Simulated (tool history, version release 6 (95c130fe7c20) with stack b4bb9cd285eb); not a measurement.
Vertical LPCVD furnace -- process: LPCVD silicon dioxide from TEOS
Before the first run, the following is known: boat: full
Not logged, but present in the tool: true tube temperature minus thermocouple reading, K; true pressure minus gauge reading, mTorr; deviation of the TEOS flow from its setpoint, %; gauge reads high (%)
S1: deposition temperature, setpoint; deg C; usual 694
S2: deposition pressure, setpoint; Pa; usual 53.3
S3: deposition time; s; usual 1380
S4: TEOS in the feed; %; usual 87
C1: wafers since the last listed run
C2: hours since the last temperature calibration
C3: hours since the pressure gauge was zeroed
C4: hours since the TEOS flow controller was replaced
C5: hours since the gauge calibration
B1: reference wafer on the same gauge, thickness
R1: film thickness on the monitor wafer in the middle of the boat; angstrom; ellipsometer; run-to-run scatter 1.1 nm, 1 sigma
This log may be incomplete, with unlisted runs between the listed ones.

Run 1, day 0: usual settings but S1 700 deg C, S3 1020 s; C1 0; C2 3699.5; C3 3349.5; C4 2924.5; C5 874.5; B1 226.54. Result: R1 1896.4 angstrom.
At day 1.312: thermocouples replaced and temperature profile calibrated.
Run 2, day 1.333: usual settings but S1 700 deg C, S3 1020 s; C1 160; C2 0.5; C3 3381.5; C4 2956.5; C5 906.5; B1 227.36. Result: R1 1729.2 angstrom.
At day 2.679: pressure gauge zeroed.
Run 3, day 4.308: usual settings; C1 953; C2 71.9; C3 39.1; C4 3027.9; C5 977.9; B1 227.02. Result: R1 2072.7 angstrom.
Run 4, day 4.854: usual settings; C1 263; C2 85; C3 52.2; C4 3041; C5 991; B1 227.2. Result: R1 2071.7 angstrom.
Run 5, day 5.946: usual settings but S2 42.7 Pa, S4 77 %; C1 526; C2 111.2; C3 78.4; C4 3067.2; C5 1017.2; B1 227.16. Result: R1 1747.8 angstrom.
Run 6, day 6.525: usual settings but S2 42.7 Pa, S4 77 %; C1 279; C2 125.1; C3 92.3; C4 3081.1; C5 1031.1; B1 226.82. Result: R1 1742.4 angstrom.
Run 7, day 7.429: usual settings; C1 436; C2 146.8; C3 114; C4 3102.8; C5 1052.8; B1 226.96. Result: R1 2078 angstrom.
Run 8, day 8.758: usual settings; C1 641; C2 178.7; C3 145.9; C4 3134.7; C5 1084.7; B1 227. Result: R1 2066.2 angstrom.
Run 9, day 9.608: usual settings; C1 410; C2 199.1; C3 166.3; C4 3155.1; C5 1105.1; B1 226.95. Result: R1 2067.9 angstrom.
Run 10, day 10.771: usual settings but S2 62 Pa, S3 1770 s, S4 92 %; C1 561; C2 227; C3 194.2; C4 3183; C5 1133; B1 226.91. Result: R1 2959.3 angstrom.
Run 11, day 11.654: usual settings; C1 426; C2 248.2; C3 215.4; C4 3204.2; C5 1154.2; B1 226.78. Result: R1 2070.7 angstrom.
Run 12, day 12.283: usual settings but S1 688 deg C; C1 303; C2 263.3; C3 230.5; C4 3219.3; C5 1169.3; B1 226.87. Result: R1 1806.2 angstrom.
Run 13, day 12.962: usual settings; C1 327; C2 279.6; C3 246.8; C4 3235.6; C5 1185.6; B1 227.25. Result: R1 2083.8 angstrom.
Run 14, day 13.738: usual settings but S2 47.3 Pa, S4 74 %; C1 374; C2 298.2; C3 265.4; C4 3254.2; C5 1204.2; B1 226.67. Result: R1 1804.5 angstrom.
Run 15, day 15.104: usual settings but S3 1920 s, S4 97 %; C1 659; C2 331; C3 298.2; C4 3287; C5 1237; B1 226.85. Result: R1 3053.9 angstrom.
At day 15.417: gauge calibrated.
At day 17.896: TEOS flow controller replaced.
Run 16, day 17.988: usual settings but S1 698 deg C, S3 1230 s; C1 909; C2 400.2; C3 367.4; C4 2.2; C5 61.7; B1 227.21. Result: R1 2032.3 angstrom.
Run 17, day 18.842: usual settings; C1 412; C2 420.7; C3 387.9; C4 22.7; C5 82.2; B1 226.87. Result: R1 2093.5 angstrom.
Run 18, day 20.312: usual settings but S1 687 deg C, S4 93 %; C1 709; C2 456; C3 423.2; C4 58; C5 117.5; B1 227.19. Result: R1 1825.9 angstrom.
Run 19, day 21.179: usual settings but S4 80 %; C1 418; C2 476.8; C3 444; C4 78.8; C5 138.3; B1 226.93. Result: R1 1997.3 angstrom.
Run 20, day 22.142: usual settings but S1 697 deg C; C1 464; C2 499.9; C3 467.1; C4 101.9; C5 161.4; B1 227.11. Result: R1 2245.3 angstrom.
Run 21, day 23.562: usual settings but S1 687 deg C; C1 685; C2 534; C3 501.2; C4 136; C5 195.5; B1 227.15. Result: R1 1759.9 angstrom.
Run 22, day 24.146: usual settings but S1 700 deg C, S2 48.7 Pa, S3 1200 s; C1 281; C2 548; C3 515.2; C4 150; C5 209.5; B1 227.04. Result: R1 2026.8 angstrom.
Run 23, day 24.733: usual settings; C1 283; C2 562.1; C3 529.3; C4 164.1; C5 223.6; B1 226.84. Result: R1 2098.2 angstrom.
Run 24, day 26.396: usual settings but S1 700 deg C; C1 802; C2 602; C3 569.2; C4 204; C5 263.5; B1 227.33. Result: R1 2414.1 angstrom.
Run 25, day 29.988: usual settings but S4 95 %; C1 1733; C2 688.2; C3 655.4; C4 290.2; C5 349.7; B1 227.06. Result: R1 2194.8 angstrom.
Run 26, day 31.475: usual settings; C1 717; C2 723.9; C3 691.1; C4 325.9; C5 385.4; B1 226.6. Result: R1 2104.7 angstrom.
Run 27, day 32.871: usual settings but S2 41.3 Pa, S4 93 %; C1 673; C2 757.4; C3 724.6; C4 359.4; C5 418.9; B1 227.21. Result: R1 1909.1 angstrom.
Run 28, day 33.562: usual settings; C1 333; C2 774; C3 741.2; C4 376; C5 435.5; B1 227.07. Result: R1 2109.5 angstrom.
Run 29, day 34.917: usual settings but S3 1770 s, S4 97 %; C1 653; C2 806.5; C3 773.7; C4 408.5; C5 468; B1 227.13. Result: R1 2824.5 angstrom.
Run 30, day 36.088: usual settings but S3 1560 s; C1 565; C2 834.6; C3 801.8; C4 436.6; C5 496.1; B1 226.99. Result: R1 2390.5 angstrom.

Hidden state or all else? Some run-to-run changes of R1, split into what the settings, what came in and random variation would give without the hidden state, and what is left for the hidden state (with any gauge scatter that isn't in both results):
Run 1 -> 2: thermocouples replaced and temperature profile calibrated. R1 -167.2 angstrom: hidden state -137.6, all else -29.6.
Run 9 -> 10: S2 53.3 -> 62, S3 1380 -> 1770, S4 87 -> 92. R1 +891.4 angstrom: hidden state +33.4, all else +858.
Run 14 -> 15: S2 47.3 -> 53.3, S3 1380 -> 1920, S4 74 -> 97. R1 +1249.4 angstrom: hidden state +49.7, all else +1199.7.
Run 15 -> 16: S1 694 -> 698, S3 1920 -> 1230, S4 97 -> 87, gauge calibrated, TEOS flow controller replaced. R1 -1021.6 angstrom: hidden state -36.1, all else -985.5.
Run 28 -> 29: S3 1380 -> 1770, S4 87 -> 97. R1 +715 angstrom: hidden state +38.5, all else +676.5.
